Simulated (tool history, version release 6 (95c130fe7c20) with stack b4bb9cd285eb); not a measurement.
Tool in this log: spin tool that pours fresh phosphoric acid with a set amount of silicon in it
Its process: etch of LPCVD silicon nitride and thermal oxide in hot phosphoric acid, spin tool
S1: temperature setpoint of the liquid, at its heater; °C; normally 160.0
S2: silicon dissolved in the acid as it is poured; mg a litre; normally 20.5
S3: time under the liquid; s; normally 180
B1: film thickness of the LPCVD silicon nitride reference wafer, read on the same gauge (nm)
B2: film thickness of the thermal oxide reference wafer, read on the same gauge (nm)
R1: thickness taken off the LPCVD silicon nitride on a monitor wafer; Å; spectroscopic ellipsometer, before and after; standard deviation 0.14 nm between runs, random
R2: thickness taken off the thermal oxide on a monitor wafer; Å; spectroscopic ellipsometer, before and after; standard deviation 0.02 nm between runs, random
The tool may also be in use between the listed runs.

run   hour     S1    S2   S3      B1      B2     R1    R2
  1    0.0  160.0  20.5  180  130.01  90.016  145.7  2.50
  2   17.2  160.0  20.5  180  130.05  89.994  145.5  2.44
  3   81.8  160.0  20.5  180  130.00  89.993  145.0  2.37
  4   98.6  159.5  20.5  205  130.02  90.010  163.3  2.52
     106.9  -- thermometer replaced
  5  112.9  159.5  20.5  205  129.97  90.008  150.2  2.36
     129.8  -- heated supply line repaired
  6  143.1  159.5  20.5  205  129.98  89.997  173.8  2.81
  7  169.4  160.0  20.5  180  130.01  89.981  153.1  2.82
  8  191.8  160.0  20.5   95  130.03  90.007   80.5  1.68
  9  227.5  160.0  20.5   95  129.97  90.008   80.5  1.47
     246.6  -- gauge calibrated
 10  251.2  158.0  20.5  180  130.00  89.972  143.7  2.32
     255.5  -- dissolved silicon flow meter replaced
 11  278.9  157.5  12.0  210  129.99  90.008  167.8  3.61
 12  296.5  160.0   9.0  210  130.01  90.010  180.4  4.65
 13  314.4  159.0  26.5  180  130.01  90.013  148.6  1.89
 14  337.2  160.0  20.5  215  130.00  90.000  185.5  3.35
 15  364.8  161.5  20.5  180  130.02  90.018  163.9  2.89
 16  396.9  162.5  20.5  180  129.98  90.010  168.2  3.00
 17  428.3  160.0  20.5  180  130.00  90.010  154.3  2.56
 18  448.9  158.5  20.5  225  130.02  90.020  183.8  2.93
 19  468.4  160.0  20.5  215  130.02  89.991  187.2  3.40
 20  492.2  160.0  33.0   75  130.02  90.004   64.9  0.75
 21  518.5  160.0  20.5  275  130.02  89.999  240.2  4.39
 22  550.2  157.5  20.5  180  130.02  89.980  142.6  2.05

Table of differences, measured result less the result of that run with no hidden state. Run-to-run variation is the same in both. Gauge scatter possibly is not:
Unlogged tool condition in this case: liquid hotter than its thermometer reads (K); dissolved silicon flow below the setpoint (%); temperature lost on the way to the wafer (K); gauge reads high (%).
run     R1     R2
  1   -7.0  -0.27
  2   -6.8  -0.26
  3   -6.3  -0.23
  4   -7.0  -0.24
  5  -20.3  -0.76
  6   +0.9  +0.03
  7   +1.0  +0.04
  8   +0.6  +0.03
  9   +0.8  +0.03
 10   +1.7  +0.06
 11   +2.2  +0.11
 12   +2.5  +0.15
 13   +2.2  +0.06
 14   +3.0  +0.12
 15   +2.9  +0.11
 16   +3.2  +0.13
 17   +3.3  +0.12
 18   +4.1  +0.14
 19   +4.3  +0.18
 20   +1.6  +0.04
 21   +6.2  +0.25
 22   +4.0  +0.13
